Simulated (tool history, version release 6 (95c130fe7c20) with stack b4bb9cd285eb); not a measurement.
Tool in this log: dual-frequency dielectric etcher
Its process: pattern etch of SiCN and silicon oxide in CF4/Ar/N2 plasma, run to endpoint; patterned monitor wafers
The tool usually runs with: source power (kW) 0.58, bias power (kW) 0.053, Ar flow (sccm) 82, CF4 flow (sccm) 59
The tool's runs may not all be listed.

run,hour,source power (kW),bias power (kW),Ar flow (sccm),CF4 flow (sccm),wafers since the last listed run,hours since the last wet clean,hours since the last source power generator calibration,hours since the last bias power generator calibration,hours since the last Ar flow controller change,hours since the last CF4 flow controller change,hours since the last upper electrode change,"incoming incoming film thickness, nm",endpoint time (s)
1,0,0.58,0.053,82,59,0,391.8,2308.2,2827.8,2803.5,95.5,4901.3,12.66,13.4
2,36.4,0.58,0.053,82,59,555,428.2,2344.6,2864.2,2839.9,131.9,4937.7,12.63,13.3
# hour 113.9: wet clean of the chamber
3,114.4,0.52,0.053,82,59,823,0.5,2422.6,2942.2,2917.9,209.9,5015.7,12.56,14.6
4,158.9,0.52,0.053,82,59,678,45,2467.1,2986.7,2962.4,254.4,5060.2,12.64,14.9
5,199.2,0.58,0.053,82,59,614,85.3,2507.4,3027,3002.7,294.7,5100.5,12.46,13.5
6,271.1,0.45,0.053,82,59,1096,157.2,2579.3,3098.9,3074.6,366.6,5172.4,12.53,15.7
# hour 314.5: bias power generator calibrated
7,338.6,0.58,0.06,82,47,968,224.7,2646.8,24.1,3142.1,434.1,5239.9,12.69,13.9
8,375.1,0.58,0.064,68,59,556,261.2,2683.3,60.6,3178.6,470.6,5276.4,12.6,12.3
9,422.1,0.62,0.065,96,66,716,308.2,2730.3,107.6,3225.6,517.6,5323.4,12.51,12.1
10,493.7,0.49,0.065,98,73,1091,379.8,2801.9,179.2,3297.2,589.2,5395,12.59,13.8
11,546.2,0.58,0.044,87,59,800,432.3,2854.4,231.7,3349.7,641.7,5447.5,12.49,14.4
# hour 614.1: wet clean of the chamber
# hour 633.6: upper electrode replaced
12,634.1,0.71,0.041,82,72,678,20,2942.3,319.6,3437.6,729.6,0.5,12.6,12.4
13,664.8,0.72,0.065,82,48,468,50.7,2973,350.3,3468.3,760.3,31.2,12.48,11.7
14,699.6,0.58,0.053,82,59,530,85.5,3007.8,385.1,3503.1,795.1,66,12.6,14
# hour 708.7: Ar flow controller replaced
15,753.9,0.58,0.058,82,59,736,139.8,3062.1,439.4,45.2,849.4,120.3,12.62,13.4
# hour 793.7: source power generator calibrated
16,794.2,0.62,0.053,82,59,553,180.1,0.5,479.7,85.5,889.7,160.6,12.49,12.9
17,852.7,0.47,0.053,74,67,891,238.6,59,538.2,144,948.2,219.1,12.51,14.6
18,905.7,0.58,0.04,100,44,808,291.6,112,591.2,197,1001.2,272.1,12.7,17
19,946.2,0.58,0.053,82,59,617,332.1,152.5,631.7,237.5,1041.7,312.6,12.63,13.5
# hour 1009.3: wet clean of the chamber
20,1009.8,0.58,0.053,82,50,603,0.5,216.1,695.3,301.1,1105.3,376.2,12.5,14.2
21,1189,0.68,0.053,82,69,2732,179.7,395.3,874.5,480.3,1284.5,555.4,12.56,11.8
22,1229.3,0.58,0.062,82,59,614,220,435.6,914.8,520.6,1324.8,595.7,12.62,13
23,1266.2,0.58,0.053,82,59,562,256.9,472.5,951.7,557.5,1361.7,632.6,12.54,13.5
24,1347.2,0.58,0.053,82,59,1235,337.9,553.5,1032.7,638.5,1442.7,713.6,12.56,13.5

Each row is a separate what-if for the run after 24, all from the same tool condition, not one after another. Results?
A,1347.6,0.58,0.053,82,59,6,338.3,553.9,1033.1,638.9,1443.1,714,12.55,?
B,1347.6,0.48,0.046,82,46,6,338.3,553.9,1033.1,638.9,1443.1,714,12.55,?
C,1347.6,0.52,0.053,94,51,6,338.3,553.9,1033.1,638.9,1443.1,714,12.55,?
D,1347.6,0.68,0.06,94,46,6,338.3,553.9,1033.1,638.9,1443.1,714,12.55,?

run,endpoint time (s)
A,13.5
B,16.7
C,15.5
D,12.9
Stripped of hidden state, with their random variation kept, the same runs would have yielded:
run,endpoint time (s)
A,13.9
B,17.2
C,15.9
D,13.2
